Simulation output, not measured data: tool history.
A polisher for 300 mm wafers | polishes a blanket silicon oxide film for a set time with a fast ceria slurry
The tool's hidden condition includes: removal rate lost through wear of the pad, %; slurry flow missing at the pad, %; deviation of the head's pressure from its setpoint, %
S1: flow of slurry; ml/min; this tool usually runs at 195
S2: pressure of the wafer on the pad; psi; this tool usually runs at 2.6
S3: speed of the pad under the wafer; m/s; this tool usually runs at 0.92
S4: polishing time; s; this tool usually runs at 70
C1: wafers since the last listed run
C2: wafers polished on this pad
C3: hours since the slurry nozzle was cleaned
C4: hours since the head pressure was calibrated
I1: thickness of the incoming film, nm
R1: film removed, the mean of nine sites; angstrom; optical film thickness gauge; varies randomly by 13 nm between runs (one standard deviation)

Run 1, hour 0: usual settings but S1 250 ml/min, S3 0.82 m/s; C1 0; C2 202; C3 246.3; C4 1027.5; I1 3238.4. Result: R1 7525 angstrom.
Run 2, hour 17.1: usual settings but S3 0.82 m/s; C1 109; C2 312; C3 263.4; C4 1044.6; I1 3270.6. Result: R1 7098 angstrom.
Run 3, hour 30.4: usual settings but S3 0.82 m/s; C1 85; C2 398; C3 276.7; C4 1057.9; I1 3246.3. Result: R1 7167 angstrom.
Run 4, hour 48.2: usual settings but S3 0.82 m/s; C1 114; C2 512; C3 294.5; C4 1075.7; I1 3238.2. Result: R1 7116 angstrom.
Run 5, hour 60.5: usual settings but S1 145 ml/min, S4 82 s; C1 79; C2 591; C3 306.8; C4 1088; I1 3292.2. Result: R1 8368 angstrom.
Run 6, hour 66.7: usual settings but S1 145 ml/min, S4 82 s; C1 39; C2 631; C3 313; C4 1094.2; I1 3216.5. Result: R1 8254 angstrom.
At hour 81.7: worn pad replaced by a new one.
Run 7, hour 84.2: usual settings but S1 145 ml/min, S4 82 s; C1 86; C2 16; C3 330.5; C4 1111.7; I1 3230.3. Result: R1 9373 angstrom.
Run 8, hour 96.1: usual settings but S1 180 ml/min, S4 89 s; C1 76; C2 92; C3 342.4; C4 1123.6; I1 3247.7. Result: R1 10324 angstrom.
Run 9, hour 112.8: usual settings but S1 180 ml/min, S4 89 s; C1 107; C2 199; C3 359.1; C4 1140.3; I1 3181.8. Result: R1 10504 angstrom.
Run 10, hour 129.6: usual settings but S1 180 ml/min, S4 89 s; C1 107; C2 307; C3 375.9; C4 1157.1; I1 3164.4. Result: R1 9959 angstrom.
Run 11, hour 142.6: usual settings but S1 165 ml/min; C1 83; C2 391; C3 388.9; C4 1170.1; I1 3228. Result: R1 7561 angstrom.
Run 12, hour 148.9: usual settings but S4 85 s; C1 40; C2 431; C3 395.2; C4 1176.4; I1 3234.9. Result: R1 9098 angstrom.
Run 13, hour 155.7: usual settings but S4 85 s; C1 43; C2 475; C3 402; C4 1183.2; I1 3232.9. Result: R1 9164 angstrom.
Run 14, hour 164.6: usual settings but S1 240 ml/min; C1 57; C2 532; C3 410.9; C4 1192.1; I1 3169.6. Result: R1 7840 angstrom.
Run 15, hour 176.2: usual settings but S1 240 ml/min; C1 74; C2 607; C3 422.5; C4 1203.7; I1 3240.2. Result: R1 7682 angstrom.
At hour 183.6: worn pad replaced by a new one.
Run 16, hour 190.3: usual settings but S1 240 ml/min; C1 64; C2 43; C3 436.6; C4 1217.8; I1 3235.2. Result: R1 8646 angstrom.
Run 17, hour 202.6: usual settings; C1 79; C2 122; C3 448.9; C4 1230.1; I1 3226.1. Result: R1 8295 angstrom.
Run 18, hour 209.5: usual settings; C1 44; C2 166; C3 455.8; C4 1237; I1 3219. Result: R1 8341 angstrom.
At hour 213.8: slurry nozzle cleaned.
Run 19, hour 217.3: usual settings; C1 43; C2 210; C3 3.5; C4 1244.8; I1 3181.4. Result: R1 8229 angstrom.
At hour 227.5: head pressure recalibrated.
Run 20, hour 231.6: usual settings but S1 175 ml/min; C1 79; C2 289; C3 17.8; C4 4.1; I1 3239.7. Result: R1 7961 angstrom.
Run 21, hour 240.3: usual settings; C1 55; C2 345; C3 26.5; C4 12.8; I1 3228. Result: R1 7932 angstrom.
Run 22, hour 250.4: usual settings; C1 64; C2 409; C3 36.6; C4 22.9; I1 3225.7. Result: R1 7595 angstrom.
Run 23, hour 256.9: usual settings but S3 0.76 m/s, S4 78 s; C1 41; C2 451; C3 43.1; C4 29.4; I1 3204.3. Result: R1 7366 angstrom.
Run 24, hour 264.6: usual settings but S1 145 ml/min; C1 49; C2 501; C3 50.8; C4 37.1; I1 3283.9. Result: R1 7419 angstrom.
Run 25, hour 273.8: usual settings but S1 250 ml/min, S3 0.82 m/s; C1 59; C2 560; C3 60; C4 46.3; I1 3176. Result: R1 7184 angstrom.
At hour 295.8: worn pad replaced by a new one.
Run 26, hour 310.4: usual settings but S2 3.1 psi; C1 209; C2 94; C3 96.6; C4 82.9; I1 3201.1. Result: R1 9015 angstrom.
Run 27, hour 324.7: usual settings but S3 1.02 m/s; C1 91; C2 185; C3 110.9; C4 97.2; I1 3231.6. Result: R1 8663 angstrom.
Run 28, hour 337.3: usual settings but S2 2.9 psi, S3 0.62 m/s; C1 80; C2 266; C3 123.5; C4 109.8; I1 3248.4. Result: R1 6145 angstrom.
Run 29, hour 351.3: usual settings but S3 0.74 m/s, S4 60 s; C1 89; C2 356; C3 137.5; C4 123.8; I1 3267.5. Result: R1 5596 angstrom.
Run 30, hour 363.8: usual settings but S1 215 ml/min, S2 3.4 psi, S3 1.14 m/s; C1 80; C2 437; C3 150; C4 136.3; I1 3213.2. Result: R1 11173 angstrom.
Run 31, hour 381: usual settings but S1 170 ml/min, S3 0.6 m/s; C1 110; C2 547; C3 167.2; C4 153.5; I1 3220.6. Result: R1 5141 angstrom.
At hour 394.7: worn pad replaced by a new one.
Run 32, hour 398.6: usual settings but S1 160 ml/min, S2 2.9 psi; C1 87; C2 25; C3 184.8; C4 171.1; I1 3240.8. Result: R1 8350 angstrom.
Run 33, hour 412.6: usual settings but S1 130 ml/min, S2 2.3 psi, S3 0.62 m/s; C1 89; C2 115; C3 198.8; C4 185.1; I1 3203.9. Result: R1 4961 angstrom.
Run 34, hour 424.4: usual settings but S3 1.02 m/s; C1 75; C2 191; C3 210.6; C4 196.9; I1 3171.2. Result: R1 8698 angstrom.
Run 35, hour 440.5: usual settings but S2 2 psi, S4 80 s; C1 103; C2 294; C3 226.7; C4 213; I1 3177.4. Result: R1 7857 angstrom.
Run 36, hour 447.1: usual settings but S1 220 ml/min, S2 2.2 psi, S3 1.12 m/s, S4 51 s; C1 42; C2 336; C3 233.3; C4 219.6; I1 3171.7. Result: R1 6085 angstrom.
Run 37, hour 458.9: usual settings but S2 3.2 psi, S3 1.18 m/s, S4 88 s; C1 75; C2 412; C3 245.1; C4 231.4; I1 3176. Result: R1 14060 angstrom.
Run 38, hour 472.8: usual settings; C1 89; C2 502; C3 259; C4 245.3; I1 3216.4. Result: R1 7490 angstrom.

Some steps in R1, run to run, broken into two amounts with sign: the step expected even without the hidden condition (settings, incoming material, random variation), and the rest, left for the hidden condition together with whatever gauge scatter is not in both the measured and the hidden-condition-free result:
Run 6 -> 7: worn pad replaced by a new one. R1 +1119 angstrom: hidden state +1080, all else +39.
Run 15 -> 16: worn pad replaced by a new one. R1 +964 angstrom: hidden state +906, all else +58.
Run 30 -> 31: S1 215 -> 170, S2 3.4 -> 2.6, S3 1.14 -> 0.6. R1 -6032 angstrom: hidden state +564, all else -6596.
Run 36 -> 37: S1 220 -> 195, S2 2.2 -> 3.2, S3 1.12 -> 1.18, S4 51 -> 88. R1 +7975 angstrom: hidden state -964, all else +8939.
Run 37 -> 38: S2 3.2 -> 2.6, S3 1.18 -> 0.92, S4 88 -> 70. R1 -6570 angstrom: hidden state +565, all else -7135.

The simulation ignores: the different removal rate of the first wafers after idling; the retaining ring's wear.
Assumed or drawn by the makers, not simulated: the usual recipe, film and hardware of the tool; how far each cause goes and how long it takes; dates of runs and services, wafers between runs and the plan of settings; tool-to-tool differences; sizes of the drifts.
